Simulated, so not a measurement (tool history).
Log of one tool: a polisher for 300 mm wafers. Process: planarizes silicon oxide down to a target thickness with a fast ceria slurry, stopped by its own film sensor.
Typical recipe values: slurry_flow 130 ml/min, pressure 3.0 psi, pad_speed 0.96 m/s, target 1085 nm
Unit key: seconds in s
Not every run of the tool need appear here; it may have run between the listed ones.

run    hour  slurry_flow  pressure  pad_speed  target  wafers since the last listed run  wafers polished on this pad  hours since the slurry nozzle was cleaned  hours since the head pressure was calibrated  incoming thickness of the incoming film, nm  seconds
  1     0.0          130       3.0       0.96    1085                                 0                          178                                       77.3                                         240.9                                       1703.4     52.5
  2    58.0          120       3.0       0.96    1085                               567                          745                                      135.3                                         298.9                                       1681.0     51.0
  3   114.0          120       3.0       0.96    1085                               547                         1293                                      191.3                                         354.9                                       1693.7     52.0
  4   183.2          130       3.0       0.96    1085                               676                         1970                                      260.5                                         424.1                                       1674.9     51.9
      237.2  -- worn pad replaced by a new one
  5   403.3          130       3.0       0.96    1085                              2114                         1624                                      480.6                                         644.2                                       1658.9     52.1
      445.5  -- head pressure recalibrated
  6   464.1          130       3.0       0.96    1085                               575                         2200                                      541.4                                          18.6                                       1675.7     50.3
      478.6  -- slurry nozzle cleaned
      488.3  -- worn pad replaced by a new one
  7   569.6          130       3.0       0.96    1085                               983                          795                                       91.0                                         124.1                                       1688.1     50.2
  8   628.3          130       3.0       0.96    1085                               574                         1369                                      149.7                                         182.8                                       1676.4     50.9
  9   688.7          115       3.0       0.82    1085                               590                         1960                                      210.1                                         243.2                                       1712.1     62.2
      716.9  -- worn pad replaced by a new one
 10   741.5          130       3.0       1.28    1085                               477                          240                                      262.9                                         296.0                                       1679.3     42.3
 11   796.1          110       3.0       0.96    1085                               534                          774                                      317.5                                         350.6                                       1689.6     54.0
 12   894.4           95       2.0       1.08    1254                               961                         1736                                      415.8                                         448.9                                       1656.0     52.3
      973.2  -- worn pad replaced by a new one
 13   987.6          130       2.4       0.96    1085                               872                          140                                      509.0                                         542.1                                       1693.6     67.8
 14  1052.0          130       3.0       0.96    1085                               630                          770                                      573.4                                         606.5                                       1672.0     55.7

For run 15, what comes out?
     1086.9  -- head pressure recalibrated
 15  1123.1           85       3.0       0.96    1161                               676                         1446                                      644.5                                          36.2                                       1680.2        ?

{"run 15": {"seconds": 45.8}}
Minus the tool's unlogged condition, the same run would have read seconds 45.1 s.

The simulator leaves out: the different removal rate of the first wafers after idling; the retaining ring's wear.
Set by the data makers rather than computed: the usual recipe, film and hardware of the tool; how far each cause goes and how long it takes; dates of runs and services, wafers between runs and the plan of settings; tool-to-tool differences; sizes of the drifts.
